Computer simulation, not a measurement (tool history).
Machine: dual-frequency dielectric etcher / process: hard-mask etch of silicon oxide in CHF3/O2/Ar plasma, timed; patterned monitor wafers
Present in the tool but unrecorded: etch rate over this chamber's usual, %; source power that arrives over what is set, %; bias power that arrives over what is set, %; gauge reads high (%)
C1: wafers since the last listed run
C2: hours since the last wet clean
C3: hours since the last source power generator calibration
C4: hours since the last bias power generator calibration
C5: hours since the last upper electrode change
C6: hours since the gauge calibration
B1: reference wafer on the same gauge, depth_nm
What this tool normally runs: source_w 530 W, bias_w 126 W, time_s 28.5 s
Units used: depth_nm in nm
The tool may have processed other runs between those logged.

run 1 hour=0 | source_w=530 bias_w=126 time_s=28.5 | C1=0 C2=278.1 C3=1982.9 C4=3879.9 C5=1091.5 C6=469.5 | B1=49.57 | depth_nm=44.6
run 2 hour=39.3 | source_w=530 bias_w=126 time_s=28.5 | C1=733 C2=317.4 C3=2022.2 C4=3919.2 C5=1130.8 C6=508.8 | B1=49.41 | depth_nm=45.13
run 3 hour=97.2 | source_w=530 bias_w=126 time_s=28.5 | C1=1081 C2=375.3 C3=2080.1 C4=3977.1 C5=1188.7 C6=566.7 | B1=49.49 | depth_nm=44.89
run 4 hour=125.6 | source_w=580 bias_w=126 time_s=34 | C1=530 C2=403.7 C3=2108.5 C4=4005.5 C5=1217.1 C6=595.1 | B1=49.5 | depth_nm=56.4
run 5 hour=151.3 | source_w=580 bias_w=126 time_s=34 | C1=479 C2=429.4 C3=2134.2 C4=4031.2 C5=1242.8 C6=620.8 | B1=49.42 | depth_nm=56.33
-- hour=170.9 gauge calibrated
run 6 hour=190.9 | source_w=580 bias_w=126 time_s=34 | C1=739 C2=469 C3=2173.8 C4=4070.8 C5=1282.4 C6=20 | B1=49.54 | depth_nm=56.68
run 7 hour=260.1 | source_w=530 bias_w=126 time_s=28.5 | C1=1292 C2=538.2 C3=2243 C4=4140 C5=1351.6 C6=89.2 | B1=49.43 | depth_nm=45.99
run 8 hour=309.7 | source_w=530 bias_w=126 time_s=28.5 | C1=926 C2=587.8 C3=2292.6 C4=4189.6 C5=1401.2 C6=138.8 | B1=49.48 | depth_nm=45.42
run 9 hour=376.7 | source_w=530 bias_w=110 time_s=28.5 | C1=1251 C2=654.8 C3=2359.6 C4=4256.6 C5=1468.2 C6=205.8 | B1=49.49 | depth_nm=44.75
-- hour=406.3 wet clean of the chamber
-- hour=432.4 bias power generator calibrated
run 10 hour=446.4 | source_w=530 bias_w=126 time_s=28.5 | C1=778 C2=40.1 C3=2429.3 C4=14 C5=1537.9 C6=275.5 | B1=49.47 | depth_nm=44.4
run 11 hour=471.1 | source_w=530 bias_w=126 time_s=28.5 | C1=461 C2=64.8 C3=2454 C4=38.7 C5=1562.6 C6=300.2 | B1=49.52 | depth_nm=44.06
run 12 hour=505.4 | source_w=530 bias_w=126 time_s=28.5 | C1=640 C2=99.1 C3=2488.3 C4=73 C5=1596.9 C6=334.5 | B1=49.49 | depth_nm=44.65
run 13 hour=574.9 | source_w=530 bias_w=126 time_s=28.5 | C1=1297 C2=168.6 C3=2557.8 C4=142.5 C5=1666.4 C6=404 | B1=49.41 | depth_nm=44.88
run 14 hour=610.7 | source_w=530 bias_w=140 time_s=24.5 | C1=668 C2=204.4 C3=2593.6 C4=178.3 C5=1702.2 C6=439.8 | B1=49.47 | depth_nm=39.9
-- hour=661.5 upper electrode replaced
-- hour=685.1 source power generator calibrated
run 15 hour=738.6 | source_w=630 bias_w=126 time_s=34.5 | C1=1865 C2=332.3 C3=53.5 C4=306.2 C5=77.1 C6=567.7 | B1=49.54 | depth_nm=59.47
-- hour=745.4 gauge calibrated
run 16 hour=764.1 | source_w=450 bias_w=95 time_s=28.5 | C1=476 C2=357.8 C3=79 C4=331.7 C5=102.6 C6=18.7 | B1=49.5 | depth_nm=38.96
run 17 hour=812.8 | source_w=590 bias_w=98 time_s=20.5 | C1=909 C2=406.5 C3=127.7 C4=380.4 C5=151.3 C6=67.4 | B1=49.49 | depth_nm=32.65
run 18 hour=869.3 | source_w=530 bias_w=112 time_s=28.5 | C1=1054 C2=463 C3=184.2 C4=436.9 C5=207.8 C6=123.9 | B1=49.53 | depth_nm=44.23
run 19 hour=905.3 | source_w=580 bias_w=126 time_s=33.5 | C1=672 C2=499 C3=220.2 C4=472.9 C5=243.8 C6=159.9 | B1=49.43 | depth_nm=56.44
run 20 hour=969.8 | source_w=530 bias_w=126 time_s=28.5 | C1=1204 C2=563.5 C3=284.7 C4=537.4 C5=308.3 C6=224.4 | B1=49.58 | depth_nm=45.96
run 21 hour=1010.4 | source_w=400 bias_w=126 time_s=28.5 | C1=758 C2=604.1 C3=325.3 C4=578 C5=348.9 C6=265 | B1=49.44 | depth_nm=39.97
run 22 hour=1051.7 | source_w=450 bias_w=126 time_s=28.5 | C1=771 C2=645.4 C3=366.6 C4=619.3 C5=390.2 C6=306.3 | B1=49.44 | depth_nm=42.59
-- hour=1093.7 wet clean of the chamber
run 23 hour=1120.2 | source_w=490 bias_w=103 time_s=28.5 | C1=830 C2=26.5 C3=435.1 C4=687.8 C5=458.7 C6=374.8 | B1=49.47 | depth_nm=39.96
run 24 hour=1165.6 | source_w=530 bias_w=135 time_s=28.5 | C1=847 C2=71.9 C3=480.5 C4=733.2 C5=504.1 C6=420.2 | B1=49.52 | depth_nm=45.13

Some steps in depth_nm, run to run, broken into two amounts with sign: the step expected even without the hidden condition (settings, incoming material, random variation), and the rest, left for the hidden condition together with whatever gauge scatter is not in both the measured and the hidden-condition-free result:
Run 9 -> 10: bias_w 110 -> 126, wet clean of the chamber, bias power generator calibrated. depth_nm -0.35 nm: hidden state -1.76, all else +1.41.
Run 14 -> 15: source_w 530 -> 630, bias_w 140 -> 126, time_s 24.5 -> 34.5, upper electrode replaced, source power generator calibrated. depth_nm +19.57 nm: hidden state +1.01, all else +18.56.
Run 15 -> 16: source_w 630 -> 450, bias_w 126 -> 95, time_s 34.5 -> 28.5, gauge calibrated. depth_nm -20.51 nm: hidden state -0.59, all else -19.92.
Run 22 -> 23: source_w 450 -> 490, bias_w 126 -> 103, wet clean of the chamber. depth_nm -2.63 nm: hidden state -2.21, all else -0.42.
